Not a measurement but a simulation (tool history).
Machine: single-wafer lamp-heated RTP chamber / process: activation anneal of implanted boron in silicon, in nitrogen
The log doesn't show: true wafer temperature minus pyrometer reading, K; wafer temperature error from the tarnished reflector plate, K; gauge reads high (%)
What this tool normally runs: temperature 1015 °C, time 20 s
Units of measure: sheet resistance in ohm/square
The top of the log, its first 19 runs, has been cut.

| run | hour | temperature | time | wafers since the last listed run | wafers since the last pyrometer calibration | wafers since the reflector plate was cleaned | hours since the gauge calibration | read-back reference wafer on the same gauge, sheet resistance | sheet resistance |
|---|---|---|---|---|---|---|---|---|---|
| 20 | 268.5 | 1015 | 29 | 227 | 6795 | 1211 | 557.8 | 147.05 | 171.4 |
| 21 | 280.5 | 1036 | 12 | 246 | 7041 | 1458 | 569.8 | 147.02 | 171.9 |
|  | 281.8 | gauge calibrated |
|  | 294.2 | pyrometer window cleaned and pyrometer calibrated |
| 22 | 296.8 | 1038 | 12 | 170 | 54 | 1628 | 15 | 146.91 | 172.16 |
| 23 | 310.7 | 1015 | 20 | 285 | 339 | 1913 | 28.9 | 146.95 | 173.15 |
| 24 | 318.3 | 1044 | 20 | 155 | 495 | 2069 | 36.5 | 146.91 | 170.69 |
| 25 | 329.3 | 1015 | 13 | 225 | 721 | 2295 | 47.5 | 147.03 | 174.16 |
| 26 | 346.8 | 1040 | 31 | 359 | 1080 | 2654 | 65 | 147.02 | 170.09 |
| 27 | 358.9 | 1003 | 20 | 248 | 1328 | 2903 | 77.1 | 147.05 | 174.89 |
| 28 | 372.6 | 1015 | 20 | 281 | 1609 | 3184 | 90.8 | 146.99 | 173.24 |
| 29 | 382.8 | 1032 | 15 | 209 | 1819 | 3393 | 101 | 147 | 171.59 |
| 30 | 400.7 | 1015 | 25 | 367 | 2186 | 3760 | 118.9 | 147.02 | 172.41 |
| 31 | 418.6 | 989 | 20 | 367 | 2553 | 4128 | 136.8 | 147.02 | 177.03 |
| 32 | 426.2 | 1037 | 15 | 155 | 2709 | 4284 | 144.4 | 146.94 | 171.68 |
| 33 | 437 | 997 | 29 | 221 | 2931 | 4505 | 155.2 | 146.93 | 174.13 |
| 34 | 443.4 | 1003 | 13 | 131 | 3062 | 4637 | 161.6 | 147 | 174.81 |
| 35 | 455.1 | 997 | 29 | 240 | 3302 | 4877 | 173.3 | 147.03 | 173.63 |
| 36 | 506.5 | 1015 | 15 | 1054 | 4357 | 5932 | 224.7 | 147 | 172.42 |
| 37 | 518.7 | 1039 | 9 | 250 | 4608 | 6182 | 236.9 | 146.97 | 172.25 |
| 38 | 534.4 | 1015 | 29 | 322 | 4930 | 6504 | 252.6 | 147.06 | 171.83 |

Each row is a separate what-if for the run after 38, all from the same tool condition, not one after another. Results?
| A | 534.8 | 991 | 20 | 8 | 4938 | 6513 | 253 | ? | ? |
| B | 534.8 | 1015 | 32 | 8 | 4938 | 6513 | 253 | ? | ? |
| C | 534.8 | 999 | 29 | 8 | 4938 | 6513 | 253 | ? | ? |

| run | read-back reference wafer on the same gauge, sheet resistance | sheet resistance |
|---|---|---|
| A | 147.02 | 176.43 |
| B | 147.02 | 171.95 |
| C | 147.02 | 174.04 |
Without the tool's unlogged condition, the same runs would have read:
| run | sheet resistance |
|---|---|
| A | 179.97 |
| B | 173.15 |
| C | 176.21 |

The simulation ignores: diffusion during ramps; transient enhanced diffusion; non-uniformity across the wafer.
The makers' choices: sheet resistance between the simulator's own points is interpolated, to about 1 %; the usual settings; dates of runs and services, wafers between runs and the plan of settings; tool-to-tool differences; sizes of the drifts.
